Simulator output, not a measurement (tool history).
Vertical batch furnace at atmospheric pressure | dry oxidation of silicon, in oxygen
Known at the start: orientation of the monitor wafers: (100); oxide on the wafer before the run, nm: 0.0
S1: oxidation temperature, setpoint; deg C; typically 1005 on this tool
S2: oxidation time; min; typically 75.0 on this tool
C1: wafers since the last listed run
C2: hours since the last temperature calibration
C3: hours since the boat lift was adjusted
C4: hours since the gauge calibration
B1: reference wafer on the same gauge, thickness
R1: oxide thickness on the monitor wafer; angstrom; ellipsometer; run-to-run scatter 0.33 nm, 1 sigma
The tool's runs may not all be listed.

run    hour    S1     S2    C1      C2      C3      C4     B1     R1
  1     0.0  1014   75.0     0  3505.8  2346.0   925.8  52.87  648.8
  2    61.8  1014   75.0   534  3567.6  2407.8   987.6  52.80  653.0
  3   116.8  1005   75.0   475  3622.6  2462.8  1042.6  52.81  603.2
  4   160.3  1005   75.0   376  3666.1  2506.3  1086.1  52.81  602.0
  5   253.2  1005   75.0   803  3759.0  2599.2  1179.0  52.77  603.1
  6   304.8  1005   75.0   446  3810.6  2650.8  1230.6  52.83  605.3
  7   393.4  1005   75.0   766  3899.2  2739.4  1319.2  52.87  593.5
  8   483.1  1005   75.0   775  3988.9  2829.1  1408.9  52.80  604.2
  9   724.2  1005   57.0  2085  4230.0  3070.2  1650.0  52.80  506.2
 10   771.2  1005   57.0   406  4277.0  3117.2  1697.0  52.81  502.4
 11   854.6  1005   75.0   721  4360.4  3200.6  1780.4  52.82  601.9
 12   942.5  1005   50.5   760  4448.3  3288.5  1868.3  52.78  463.4
 13  1019.1  1005   50.5   662  4524.9  3365.1  1944.9  52.84  470.2
 14  1108.8  1005   75.0   775  4614.6  3454.8  2034.6  52.74  605.5
 15  1192.4  1005   75.0   723  4698.2  3538.4  2118.2  52.82  604.0
 16  1243.2  1005   75.0   439  4749.0  3589.2  2169.0  52.81  598.6
 17  1291.6  1005   75.0   418  4797.4  3637.6  2217.4  52.87  600.9
 18  1337.7  1026   38.5   398  4843.5  3683.7  2263.5  52.82  473.4
 19  1444.1  1012   75.0   920  4949.9  3790.1  2369.9  52.83  642.2
     1499.6  -- boat lift adjusted
 20  1528.1  1012  108.5   518  5033.9    28.5  2453.9  52.83  827.0
 21  1570.8  1014   54.0   369  5076.6    71.2  2496.6  52.82  530.9
 22  1651.8  1005   75.0   700  5157.6   152.2  2577.6  52.73  606.0
     1729.8  -- thermocouples replaced and temperature profile calibrated
 23  1751.5  1005   75.0   654    21.7   251.9  2677.3  52.87  578.0
 24  1838.6  1026   59.5   753   108.8   339.0  2764.4  52.74  598.3
 25  1922.7  1026   59.5   727   192.9   423.1  2848.5  52.75  604.0
     1944.4  -- gauge calibrated
 26  1999.5  1018   38.5   664   269.7   499.9    55.1  52.81  430.8
 27  2068.5  1005   75.0   596   338.7   568.9   124.1  52.79  584.8
 28  2136.8   988   75.0   590   407.0   637.2   192.4  52.73  492.1
 29  2173.5  1025  101.0   317   443.7   673.9   229.1  52.81  851.7
 30  2257.2   993   47.0   723   527.4   757.6   312.8  52.75  384.5
 31  2363.6  1023   98.5   920   633.8   864.0   419.2  52.72  826.1
 32  2449.9  1024   52.5   746   720.1   950.3   505.5  52.77  551.7
 33  2498.0   983   62.5   415   768.2   998.4   553.6  52.77  416.7

Pick out some run-to-run changes in R1. Of each, how much would a tool without hidden state show as well, from the settings, what came in and chance, and how much is left for the hidden state and any gauge scatter not in both results compared?
Unlogged tool condition in this case: true tube temperature minus thermocouple reading, K; monitor wafer colder than the profiled boat position, K; gauge reads high (%).
Run 18 -> 19: S1 1026 -> 1012, S2 38.5 -> 75.0. R1 +168.8 angstrom: hidden state +8.9, all else +159.9.
Run 20 -> 21: S1 1012 -> 1014, S2 108.5 -> 54.0. R1 -296.1 angstrom: hidden state -13.6, all else -282.5.
Run 22 -> 23: thermocouples replaced and temperature profile calibrated. R1 -28.0 angstrom: hidden state -26.9, all else -1.1.
Run 28 -> 29: S1 988 -> 1025, S2 75.0 -> 101.0. R1 +359.6 angstrom: hidden state +5.3, all else +354.3.
Run 29 -> 30: S1 1025 -> 993, S2 101.0 -> 47.0. R1 -467.2 angstrom: hidden state -5.5, all else -461.7.
Run 30 -> 31: S1 993 -> 1023, S2 47.0 -> 98.5. R1 +441.6 angstrom: hidden state +8.5, all else +433.1.

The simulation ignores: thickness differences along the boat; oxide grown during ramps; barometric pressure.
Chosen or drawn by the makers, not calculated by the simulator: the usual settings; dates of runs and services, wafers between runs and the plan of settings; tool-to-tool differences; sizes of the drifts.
